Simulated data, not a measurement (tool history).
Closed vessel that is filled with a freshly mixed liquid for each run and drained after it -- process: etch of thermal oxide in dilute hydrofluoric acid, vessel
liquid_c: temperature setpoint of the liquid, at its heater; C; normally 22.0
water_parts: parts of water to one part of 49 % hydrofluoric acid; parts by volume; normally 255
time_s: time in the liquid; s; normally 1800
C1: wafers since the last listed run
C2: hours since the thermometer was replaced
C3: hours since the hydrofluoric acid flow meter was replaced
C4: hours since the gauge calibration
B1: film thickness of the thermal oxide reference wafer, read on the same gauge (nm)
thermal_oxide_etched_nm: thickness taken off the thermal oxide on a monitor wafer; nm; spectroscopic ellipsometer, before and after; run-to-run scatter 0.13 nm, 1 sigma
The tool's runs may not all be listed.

Run 1, hour 0.0: usual settings but time_s 1135 s; C1 0; C2 1464.3; C3 487.5; C4 203.8; B1 90.01. Result: thermal_oxide_etched_nm 18.96 nm.
Run 2, hour 35.7: usual settings but liquid_c 19.0 C; C1 1876; C2 1500.0; C3 523.2; C4 239.5; B1 90.04. Result: thermal_oxide_etched_nm 26.82 nm.
Run 3, hour 51.3: usual settings but liquid_c 19.0 C; C1 820; C2 1515.6; C3 538.8; C4 255.1; B1 90.01. Result: thermal_oxide_etched_nm 26.83 nm.
Run 4, hour 86.1: usual settings but liquid_c 19.0 C; C1 1829; C2 1550.4; C3 573.6; C4 289.9; B1 90.01. Result: thermal_oxide_etched_nm 27.00 nm.
Run 5, hour 105.5: usual settings; C1 1019; C2 1569.8; C3 593.0; C4 309.3; B1 89.95. Result: thermal_oxide_etched_nm 30.14 nm.
Run 6, hour 129.9: usual settings; C1 1282; C2 1594.2; C3 617.4; C4 333.7; B1 89.96. Result: thermal_oxide_etched_nm 30.14 nm.
Run 7, hour 144.5: usual settings; C1 767; C2 1608.8; C3 632.0; C4 348.3; B1 89.99. Result: thermal_oxide_etched_nm 29.88 nm.
Run 8, hour 156.7: usual settings; C1 641; C2 1621.0; C3 644.2; C4 360.5; B1 90.06. Result: thermal_oxide_etched_nm 30.12 nm.
Run 9, hour 223.8: usual settings; C1 3527; C2 1688.1; C3 711.3; C4 427.6; B1 90.01. Result: thermal_oxide_etched_nm 29.98 nm.
Run 10, hour 252.3: usual settings; C1 1498; C2 1716.6; C3 739.8; C4 456.1; B1 90.06. Result: thermal_oxide_etched_nm 30.24 nm.
Run 11, hour 273.8: usual settings; C1 1130; C2 1738.1; C3 761.3; C4 477.6; B1 90.01. Result: thermal_oxide_etched_nm 30.34 nm.
Run 12, hour 304.3: usual settings; C1 1603; C2 1768.6; C3 791.8; C4 508.1; B1 90.00. Result: thermal_oxide_etched_nm 30.46 nm.
Run 13, hour 328.5: usual settings; C1 1272; C2 1792.8; C3 816.0; C4 532.3; B1 89.98. Result: thermal_oxide_etched_nm 30.71 nm.
Run 14, hour 363.6: usual settings but time_s 1060 s; C1 1845; C2 1827.9; C3 851.1; C4 567.4; B1 89.99. Result: thermal_oxide_etched_nm 18.00 nm.
Run 15, hour 411.7: usual settings but liquid_c 17.5 C, water_parts 355 parts by volume; C1 2528; C2 1876.0; C3 899.2; C4 615.5; B1 90.07. Result: thermal_oxide_etched_nm 16.97 nm.
Run 16, hour 426.1: usual settings but water_parts 200 parts by volume, time_s 855 s; C1 757; C2 1890.4; C3 913.6; C4 629.9; B1 89.96. Result: thermal_oxide_etched_nm 19.44 nm.
At hour 441.6: gauge calibrated.
Run 17, hour 453.5: usual settings but liquid_c 20.0 C, time_s 1410 s; C1 1440; C2 1917.8; C3 941.0; C4 11.9; B1 90.07. Result: thermal_oxide_etched_nm 22.45 nm.
At hour 454.9: thermometer replaced.
Run 18, hour 475.1: usual settings; C1 1082; C2 20.2; C3 962.6; C4 33.5; B1 89.95. Result: thermal_oxide_etched_nm 27.95 nm.
Run 19, hour 510.8: usual settings but water_parts 295 parts by volume; C1 1876; C2 55.9; C3 998.3; C4 69.2; B1 90.01. Result: thermal_oxide_etched_nm 22.93 nm.
At hour 527.4: hydrofluoric acid flow meter replaced.
Run 20, hour 529.4: usual settings; C1 925; C2 74.5; C3 2.0; C4 87.8; B1 90.00. Result: thermal_oxide_etched_nm 27.70 nm.
Run 21, hour 559.2: usual settings; C1 1566; C2 104.3; C3 31.8; C4 117.6; B1 90.05. Result: thermal_oxide_etched_nm 28.12 nm.
Run 22, hour 590.5: usual settings but liquid_c 20.5 C, water_parts 210 parts by volume, time_s 900 s; C1 1645; C2 135.6; C3 63.1; C4 148.9; B1 90.00. Result: thermal_oxide_etched_nm 16.77 nm.
Run 23, hour 606.0: usual settings; C1 814; C2 151.1; C3 78.6; C4 164.4; B1 89.98. Result: thermal_oxide_etched_nm 28.08 nm.
Run 24, hour 683.7: usual settings; C1 4084; C2 228.8; C3 156.3; C4 242.1; B1 90.00. Result: thermal_oxide_etched_nm 28.22 nm.
Run 25, hour 713.9: usual settings but liquid_c 17.5 C, water_parts 290 parts by volume; C1 1587; C2 259.0; C3 186.5; C4 272.3; B1 89.98. Result: thermal_oxide_etched_nm 20.38 nm.
Run 26, hour 743.4: usual settings but liquid_c 20.0 C, water_parts 310 parts by volume, time_s 2720 s; C1 1550; C2 288.5; C3 216.0; C4 301.8; B1 89.97. Result: thermal_oxide_etched_nm 31.02 nm.
Run 27, hour 768.2: usual settings but water_parts 160 parts by volume; C1 1303; C2 313.3; C3 240.8; C4 326.6; B1 89.97. Result: thermal_oxide_etched_nm 49.99 nm.
Run 28, hour 802.3: usual settings; C1 1792; C2 347.4; C3 274.9; C4 360.7; B1 89.98. Result: thermal_oxide_etched_nm 28.37 nm.
Run 29, hour 824.7: usual settings but time_s 2570 s; C1 1177; C2 369.8; C3 297.3; C4 383.1; B1 90.03. Result: thermal_oxide_etched_nm 40.27 nm.
Run 30, hour 846.4: usual settings but liquid_c 19.5 C, water_parts 375 parts by volume, time_s 1010 s; C1 1140; C2 391.5; C3 319.0; C4 404.8; B1 89.93. Result: thermal_oxide_etched_nm 8.88 nm.
Run 31, hour 877.5: usual settings; C1 1634; C2 422.6; C3 350.1; C4 435.9; B1 90.02. Result: thermal_oxide_etched_nm 28.34 nm.
Run 32, hour 910.2: usual settings but liquid_c 19.5 C, time_s 2755 s; C1 1719; C2 455.3; C3 382.8; C4 468.6; B1 89.99. Result: thermal_oxide_etched_nm 39.83 nm.
Run 33, hour 922.6: usual settings but liquid_c 24.0 C, time_s 860 s; C1 651; C2 467.7; C3 395.2; C4 481.0; B1 89.98. Result: thermal_oxide_etched_nm 14.48 nm.

For each run, what was the tool's unlogged condition?
hydrofluoric acid flow above the setpoint (%): 0 on each run
gauge reads high (%): 0 on each run
H1: liquid hotter than its thermometer reads (K)
run     H1
  1   2.31
  2   2.36
  3   2.38
  4   2.43
  5   2.45
  6   2.49
  7   2.51
  8   2.52
  9   2.61
 10   2.65
 11   2.68
 12   2.72
 13   2.75
 14    2.8
 15   2.87
 16   2.89
 17   2.92
 18   0.26
 19  0.308
 20  0.333
 21  0.373
 22  0.415
 23  0.436
 24   0.54
 25  0.581
 26   0.62
 27  0.654
 28    0.7
 29   0.73
 30  0.759
 31  0.801
 32  0.845
 33  0.861
